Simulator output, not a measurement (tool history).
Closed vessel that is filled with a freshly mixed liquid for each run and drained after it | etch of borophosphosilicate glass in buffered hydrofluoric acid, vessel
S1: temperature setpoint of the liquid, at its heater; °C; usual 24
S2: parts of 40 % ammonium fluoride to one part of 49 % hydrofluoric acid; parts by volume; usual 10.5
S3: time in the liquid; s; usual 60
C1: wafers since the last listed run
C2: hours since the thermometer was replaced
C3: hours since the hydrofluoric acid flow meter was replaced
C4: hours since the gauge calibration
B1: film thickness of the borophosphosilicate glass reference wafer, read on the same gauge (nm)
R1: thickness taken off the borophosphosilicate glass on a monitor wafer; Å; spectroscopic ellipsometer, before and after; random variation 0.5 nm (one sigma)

run,hour,S1,S2,S3,C1,C2,C3,C4,B1,R1
1,0,24,10.5,60,0,1286.5,565,93.9,49.99,977.6
2,9.2,24,10.5,60,1201,1295.7,574.2,103.1,49.99,968.2
3,23.7,24,10.5,60,1892,1310.2,588.7,117.6,50,969.9
4,39.5,24,10.5,60,2062,1326,604.5,133.4,50.02,964.5
5,56.6,28,10.5,75,2232,1343.1,621.6,150.5,49.99,1498.1
6,72,28,10.5,75,2010,1358.5,637,165.9,49.93,1491.3
7,88.7,28,10.5,75,2180,1375.2,653.7,182.6,50.03,1482.7
8,97.5,24,10.5,45,1148,1384,662.5,191.4,49.96,717.1
9,106.3,24,10.5,45,1148,1392.8,671.3,200.2,50.01,719.3
# hour 110.4: gauge calibrated
10,113.6,24,10.5,45,952,1400.1,678.6,3.2,49.99,715.9
11,121.5,22,10.5,60,1031,1408,686.5,11.1,50,849
12,133.8,22,10.5,60,1605,1420.3,698.8,23.4,49.99,852.2
13,142.2,22,10.5,60,1096,1428.7,707.2,31.8,49.96,860.4
14,162.6,20.5,10.5,60,2663,1449.1,727.6,52.2,50,781.3
15,171.3,28.5,10.5,75,1135,1457.8,736.3,60.9,49.98,1497.3
16,182.1,22,8.5,60,1409,1468.6,747.1,71.7,50.02,1030.4
17,194.6,22,12,45,1631,1481.1,759.6,84.2,49.94,553.6
18,208.8,29,12.5,70,1853,1495.3,773.8,98.4,50.01,1203.6
# hour 211.5: hydrofluoric acid flow meter replaced
19,215.7,24,10.5,60,770,1502.2,4.2,105.3,50.03,1065.3
# hour 220.5: thermometer replaced
20,262.8,25.5,10.5,60,6018,42.3,51.3,152.4,49.94,1142.7

Run 21 comes next. What will it give?
21,274.3,24,10.5,60,1501,53.8,62.8,163.9,?,?

B1: 50.02
R1: 1052.2 Å
Without the tool's hidden state the same run would have given R1 1074.7 Å.
